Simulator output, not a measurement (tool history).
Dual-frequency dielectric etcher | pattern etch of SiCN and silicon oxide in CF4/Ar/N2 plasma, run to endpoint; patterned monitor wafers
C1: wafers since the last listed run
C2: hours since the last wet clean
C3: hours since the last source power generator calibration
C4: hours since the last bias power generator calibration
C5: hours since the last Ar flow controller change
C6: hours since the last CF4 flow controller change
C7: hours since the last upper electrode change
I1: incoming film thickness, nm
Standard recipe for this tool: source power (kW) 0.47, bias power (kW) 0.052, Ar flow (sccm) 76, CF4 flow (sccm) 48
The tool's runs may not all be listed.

Run 1, hour 0: usual settings; C1 0; C2 289.2; C3 2278.6; C4 3582.6; C5 1141.4; C6 1386.1; C7 1792.1; I1 14.28. Result: endpoint time (s) 16.2.
Run 2, hour 14.7: usual settings; C1 168; C2 303.9; C3 2293.3; C4 3597.3; C5 1156.1; C6 1400.8; C7 1806.8; I1 14.23. Result: endpoint time (s) 16.1.
Run 3, hour 43: usual settings; C1 323; C2 332.2; C3 2321.6; C4 3625.6; C5 1184.4; C6 1429.1; C7 1835.1; I1 14.13. Result: endpoint time (s) 15.7.
Run 4, hour 55.5: usual settings but bias power (kW) 0.042; C1 143; C2 344.7; C3 2334.1; C4 3638.1; C5 1196.9; C6 1441.6; C7 1847.6; I1 14.3. Result: endpoint time (s) 17.1.
Run 5, hour 86.6: usual settings but bias power (kW) 0.042; C1 355; C2 375.8; C3 2365.2; C4 3669.2; C5 1228; C6 1472.7; C7 1878.7; I1 14.2. Result: endpoint time (s) 17.
Run 6, hour 103.9: usual settings but bias power (kW) 0.042; C1 197; C2 393.1; C3 2382.5; C4 3686.5; C5 1245.3; C6 1490; C7 1896; I1 14.27. Result: endpoint time (s) 17.2.
Run 7, hour 123.3: usual settings; C1 222; C2 412.5; C3 2401.9; C4 3705.9; C5 1264.7; C6 1509.4; C7 1915.4; I1 14.1. Result: endpoint time (s) 15.9.
Run 8, hour 157.4: usual settings but source power (kW) 0.51; C1 390; C2 446.6; C3 2436; C4 3740; C5 1298.8; C6 1543.5; C7 1949.5; I1 14.22. Result: endpoint time (s) 14.9.
Run 9, hour 181.6: usual settings; C1 276; C2 470.8; C3 2460.2; C4 3764.2; C5 1323; C6 1567.7; C7 1973.7; I1 14.29. Result: endpoint time (s) 16.
At hour 210.4: Ar flow controller replaced.
At hour 221.6: wet clean of the chamber.
Run 10, hour 222.1: usual settings; C1 265; C2 0.5; C3 2500.7; C4 3804.7; C5 11.7; C6 1608.2; C7 2014.2; I1 14.09. Result: endpoint time (s) 16.5.
Run 11, hour 225.2: usual settings; C1 35; C2 3.6; C3 2503.8; C4 3807.8; C5 14.8; C6 1611.3; C7 2017.3; I1 14.25. Result: endpoint time (s) 16.7.
Run 12, hour 243.9: usual settings; C1 214; C2 22.3; C3 2522.5; C4 3826.5; C5 33.5; C6 1630; C7 2036; I1 14.22. Result: endpoint time (s) 16.6.
At hour 266.8: bias power generator calibrated.
Run 13, hour 278.7: usual settings but Ar flow (sccm) 82, CF4 flow (sccm) 41; C1 352; C2 57.1; C3 2557.3; C4 11.9; C5 68.3; C6 1664.8; C7 2070.8; I1 14.23. Result: endpoint time (s) 17.1.
Run 14, hour 292.1: usual settings but source power (kW) 0.36, CF4 flow (sccm) 41; C1 153; C2 70.5; C3 2570.7; C4 25.3; C5 81.7; C6 1678.2; C7 2084.2; I1 14.28. Result: endpoint time (s) 20.7.
Run 15, hour 311.3: usual settings but Ar flow (sccm) 65, CF4 flow (sccm) 45; C1 219; C2 89.7; C3 2589.9; C4 44.5; C5 100.9; C6 1697.4; C7 2103.4; I1 14.13. Result: endpoint time (s) 15.8.
At hour 335.6: CF4 flow controller replaced.
At hour 335.9: source power generator calibrated.
At hour 344.9: upper electrode replaced.
Run 16, hour 345.4: usual settings but source power (kW) 0.58; C1 215; C2 123.8; C3 9.5; C4 78.6; C5 135; C6 9.8; C7 0.5; I1 14.34. Result: endpoint time (s) 14.1.
Run 17, hour 349.1: usual settings but source power (kW) 0.56, bias power (kW) 0.045, Ar flow (sccm) 65, CF4 flow (sccm) 39; C1 42; C2 127.5; C3 13.2; C4 82.3; C5 138.7; C6 13.5; C7 4.2; I1 14.13. Result: endpoint time (s) 14.5.
Run 18, hour 381.7: usual settings; C1 373; C2 160.1; C3 45.8; C4 114.9; C5 171.3; C6 46.1; C7 36.8; I1 14.14. Result: endpoint time (s) 16.5.
Run 19, hour 403: usual settings but source power (kW) 0.57, CF4 flow (sccm) 56; C1 243; C2 181.4; C3 67.1; C4 136.2; C5 192.6; C6 67.4; C7 58.1; I1 14.2. Result: endpoint time (s) 13.8.
Run 20, hour 428.8: usual settings but bias power (kW) 0.063, CF4 flow (sccm) 57; C1 295; C2 207.2; C3 92.9; C4 162; C5 218.4; C6 93.2; C7 83.9; I1 14.14. Result: endpoint time (s) 15.2.
Run 21, hour 462.4: usual settings but Ar flow (sccm) 86, CF4 flow (sccm) 54; C1 384; C2 240.8; C3 126.5; C4 195.6; C5 252; C6 126.8; C7 117.5; I1 14.2. Result: endpoint time (s) 16.4.

Branching from run 21: 5 alternative next runs. What would each branch give?
Run A, hour 462.8: usual settings; C1 4; C2 241.2; C3 126.9; C4 196; C5 252.4; C6 127.2; C7 117.9; I1 14.19. Result: endpoint time (s) ?.
Run B, hour 462.8: usual settings but Ar flow (sccm) 68; C1 4; C2 241.2; C3 126.9; C4 196; C5 252.4; C6 127.2; C7 117.9; I1 14.19. Result: endpoint time (s) ?.
Run C, hour 462.8: usual settings but source power (kW) 0.35, bias power (kW) 0.044, Ar flow (sccm) 82; C1 4; C2 241.2; C3 126.9; C4 196; C5 252.4; C6 127.2; C7 117.9; I1 14.19. Result: endpoint time (s) ?.
Run D, hour 462.8: usual settings but source power (kW) 0.38; C1 4; C2 241.2; C3 126.9; C4 196; C5 252.4; C6 127.2; C7 117.9; I1 14.19. Result: endpoint time (s) ?.
Run E, hour 462.8: usual settings but Ar flow (sccm) 91, CF4 flow (sccm) 43; C1 4; C2 241.2; C3 126.9; C4 196; C5 252.4; C6 127.2; C7 117.9; I1 14.19. Result: endpoint time (s) ?.

run  endpoint time (s)
  A               16.3
  B               15.9
  C               21.9
  D               19.3
  E               17.2
Without the tool's hidden state the same runs would have given:
run  endpoint time (s)
  A               16.6
  B               16.2
  C               22.3
  D               19.6
  E               17.6
